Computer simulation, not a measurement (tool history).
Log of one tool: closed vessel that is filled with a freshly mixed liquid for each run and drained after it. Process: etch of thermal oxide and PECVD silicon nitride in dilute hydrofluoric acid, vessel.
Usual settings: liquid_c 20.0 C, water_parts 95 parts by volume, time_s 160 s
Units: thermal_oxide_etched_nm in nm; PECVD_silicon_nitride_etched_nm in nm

| run | day | liquid_c | water_parts | time_s | wafers since the last listed run | hours since the thermometer was replaced | hours since the hydrofluoric acid flow meter was replaced | hours since the gauge calibration | read-back film thickness of the thermal oxide reference wafer, read on the same gauge (nm) | read-back film thickness of the PECVD silicon nitride reference wafer, read on the same gauge (nm) | thermal_oxide_etched_nm | PECVD_silicon_nitride_etched_nm |
|---|---|---|---|---|---|---|---|---|---|---|---|---|
| 1 | 0.000 | 20.0 | 95 | 160 | 0 | 2992.3 | 218.7 | 1270.4 | 114.29 | 93.524 | 6.82 | 2.019 |
| 2 | 0.979 | 20.0 | 95 | 160 | 2940 | 3015.8 | 242.2 | 1293.9 | 114.49 | 93.644 | 6.91 | 2.010 |
| 3 | 1.583 | 20.0 | 95 | 160 | 1814 | 3030.3 | 256.7 | 1308.4 | 114.55 | 93.744 | 6.90 | 2.046 |
| 4 | 2.154 | 17.5 | 95 | 200 | 1714 | 3044.0 | 270.4 | 1322.1 | 114.77 | 93.848 | 7.86 | 2.178 |
| 5 | 3.104 | 21.5 | 65 | 240 | 2852 | 3066.8 | 293.2 | 1344.9 | 114.83 | 93.995 | 16.80 | 4.919 |
| 6 | 4.283 | 20.0 | 95 | 160 | 3541 | 3095.1 | 321.5 | 1373.2 | 115.12 | 94.217 | 6.87 | 2.042 |
| 7 | 5.717 | 20.0 | 95 | 160 | 4304 | 3129.5 | 355.9 | 1407.6 | 115.38 | 94.429 | 6.94 | 2.041 |
| 8 | 6.550 | 20.0 | 95 | 160 | 2502 | 3149.5 | 375.9 | 1427.6 | 115.60 | 94.565 | 6.91 | 2.064 |
|  | 7.221 | gauge calibrated |
| 9 | 7.571 | 22.5 | 65 | 230 | 3065 | 3174.0 | 400.4 | 8.4 | 111.00 | 90.820 | 16.12 | 4.850 |
|  | 8.038 | thermometer replaced |
| 10 | 8.404 | 24.5 | 95 | 160 | 2377 | 8.8 | 420.4 | 28.4 | 110.97 | 90.818 | 8.03 | 2.712 |
| 11 | 8.942 | 23.5 | 125 | 75 | 1614 | 21.7 | 433.3 | 41.3 | 111.00 | 90.836 | 2.68 | 0.907 |
| 12 | 9.492 | 20.0 | 95 | 160 | 1651 | 34.9 | 446.5 | 54.5 | 110.97 | 90.825 | 6.68 | 1.959 |
| 13 | 10.488 | 20.0 | 95 | 160 | 2990 | 58.8 | 470.4 | 78.4 | 111.06 | 90.841 | 6.67 | 1.963 |
| 14 | 11.092 | 24.0 | 95 | 215 | 1814 | 73.3 | 484.9 | 92.9 | 111.00 | 90.815 | 10.67 | 3.483 |
| 15 | 11.975 | 20.0 | 95 | 105 | 2652 | 94.5 | 506.1 | 114.1 | 111.09 | 90.856 | 4.38 | 1.299 |
| 16 | 13.121 | 23.5 | 95 | 225 | 3440 | 122.0 | 533.6 | 141.6 | 111.04 | 90.867 | 10.71 | 3.610 |
| 17 | 13.767 | 18.5 | 80 | 160 | 1939 | 137.5 | 549.1 | 157.1 | 111.14 | 90.877 | 7.58 | 2.116 |
| 18 | 15.500 | 18.0 | 65 | 160 | 5205 | 179.1 | 590.7 | 198.7 | 111.09 | 90.922 | 9.42 | 2.539 |
|  | 15.733 | hydrofluoric acid flow meter replaced |
| 19 | 18.100 | 20.0 | 75 | 160 | 7682 | 241.5 | 56.8 | 261.1 | 111.19 | 90.983 | 8.76 | 2.503 |
| 20 | 18.700 | 20.0 | 60 | 160 | 1801 | 255.9 | 71.2 | 275.5 | 111.24 | 91.006 | 11.03 | 3.089 |
| 21 | 19.562 | 23.5 | 135 | 215 | 2590 | 276.6 | 91.9 | 296.2 | 111.26 | 91.043 | 6.95 | 2.395 |
| 22 | 20.825 | 17.5 | 50 | 160 | 3791 | 306.9 | 122.2 | 326.5 | 111.33 | 91.084 | 11.96 | 3.155 |
| 23 | 21.688 | 20.0 | 95 | 160 | 2590 | 327.6 | 142.9 | 347.2 | 111.34 | 91.142 | 6.68 | 1.982 |
| 24 | 23.146 | 20.0 | 95 | 160 | 4379 | 362.6 | 177.9 | 382.2 | 111.44 | 91.204 | 6.74 | 1.986 |
| 25 | 23.938 | 20.0 | 95 | 160 | 2377 | 381.6 | 196.9 | 401.2 | 111.53 | 91.230 | 6.76 | 1.958 |
| 26 | 24.771 | 20.0 | 95 | 220 | 2502 | 401.6 | 216.9 | 421.2 | 111.54 | 91.271 | 9.29 | 2.756 |

3 ways to go on from here, each from the tool as it stands after run 26. What would each give?
| A | 24.800 | 20.0 | 95 | 160 | 87 | 402.3 | 217.6 | 421.9 | ? | ? | ? | ? |
| B | 24.800 | 18.0 | 110 | 160 | 87 | 402.3 | 217.6 | 421.9 | ? | ? | ? | ? |
| C | 24.800 | 23.0 | 120 | 90 | 87 | 402.3 | 217.6 | 421.9 | ? | ? | ? | ? |

| run | read-back film thickness of the thermal oxide reference wafer, read on the same gauge (nm) | read-back film thickness of the PECVD silicon nitride reference wafer, read on the same gauge (nm) | thermal_oxide_etched_nm | PECVD_silicon_nitride_etched_nm |
|---|---|---|---|---|
| A | 111.55 | 91.279 | 6.77 | 1.995 |
| B | 111.55 | 91.279 | 5.30 | 1.508 |
| C | 111.55 | 91.279 | 3.31 | 1.091 |
Without the tool's hidden state the same runs would have given:
| run | thermal_oxide_etched_nm | PECVD_silicon_nitride_etched_nm |
|---|---|---|
| A | 6.68 | 1.967 |
| B | 5.22 | 1.487 |
| C | 3.26 | 1.076 |

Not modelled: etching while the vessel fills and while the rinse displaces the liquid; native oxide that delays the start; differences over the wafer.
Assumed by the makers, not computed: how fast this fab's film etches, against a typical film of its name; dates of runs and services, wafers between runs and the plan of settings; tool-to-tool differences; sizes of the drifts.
